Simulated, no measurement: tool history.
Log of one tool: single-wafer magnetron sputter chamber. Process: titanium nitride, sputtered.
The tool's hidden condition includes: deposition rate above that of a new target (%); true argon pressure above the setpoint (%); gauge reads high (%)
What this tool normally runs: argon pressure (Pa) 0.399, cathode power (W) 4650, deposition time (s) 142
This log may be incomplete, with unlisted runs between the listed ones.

run	hour	argon pressure (Pa)	cathode power (W)	deposition time (s)	wafers since the last listed run	wafers on the sputter target	hours since the last manometer calibration	hours since the magnet pack was replaced	hours since the gauge calibration	read-back reference wafer on the same gauge, thickness_nm	mean film thickness on the monitor wafer (Å)
1	0.0	0.399	4650	159	0	3543	2804.2	3730.9	239.2	112.846	1406.58
2	134.1	0.399	4650	142	1354	4898	2938.3	3865.0	373.3	113.109	1248.44
3	184.1	0.399	4650	142	505	5403	2988.3	3915.0	423.3	112.939	1237.93
4	255.3	0.399	4650	142	719	6122	3059.5	3986.2	494.5	113.115	1235.58
# hour 278.5: sputter target and shields replaced
5	317.6	0.399	4650	142	548	395	3121.8	4048.5	556.8	113.022	1265.28
6	343.1	0.399	4650	142	257	652	3147.3	4074.0	582.3	112.986	1262.82
# hour 372.9: capacitance manometer re-zeroed and calibrated
7	375.1	0.399	4650	142	242	895	2.2	4106.0	614.3	112.928	1267.17
# hour 423.5: magnet pack replaced
8	439.9	0.399	5600	142	573	1469	67.0	16.4	679.1	112.977	1518.86
9	482.1	0.399	4650	142	426	1895	109.2	58.6	721.3	113.128	1255.18
10	547.3	0.462	4050	131	658	2554	174.4	123.8	786.5	113.063	985.52
# hour 687.3: gauge calibrated
11	696.6	0.399	3750	142	1508	4062	323.7	273.1	9.3	112.932	1004.93
12	765.3	0.399	4650	142	694	4756	392.4	341.8	78.0	112.952	1239.98
13	805.6	0.255	5450	129	407	5164	432.7	382.1	118.3	113.084	1411.88
# hour 830.7: sputter target and shields replaced
14	877.1	0.323	5550	134	641	468	504.2	453.6	189.8	113.011	1480.22
15	912.6	0.399	4650	130	358	827	539.7	489.1	225.3	113.093	1157.69

Below are 4 alternative next runs, each starting from the tool's condition after run 15. Predict each:
A	913.0	0.297	4650	142	4	831	540.1	489.5	225.7	?	?
B	913.0	0.399	4050	117	4	831	540.1	489.5	225.7	?	?
C	913.0	0.244	4650	142	4	831	540.1	489.5	225.7	?	?
D	913.0	0.529	5550	158	4	831	540.1	489.5	225.7	?	?

run	read-back reference wafer on the same gauge, thickness_nm	mean film thickness on the monitor wafer (Å)
A	112.912	1328.94
B	112.912	910.42
C	112.912	1362.30
D	112.912	1586.28
Had the tool no hidden state, the same runs would have come out as:
run	mean film thickness on the monitor wafer (Å)
A	1336.82
B	915.81
C	1370.37
D	1595.69

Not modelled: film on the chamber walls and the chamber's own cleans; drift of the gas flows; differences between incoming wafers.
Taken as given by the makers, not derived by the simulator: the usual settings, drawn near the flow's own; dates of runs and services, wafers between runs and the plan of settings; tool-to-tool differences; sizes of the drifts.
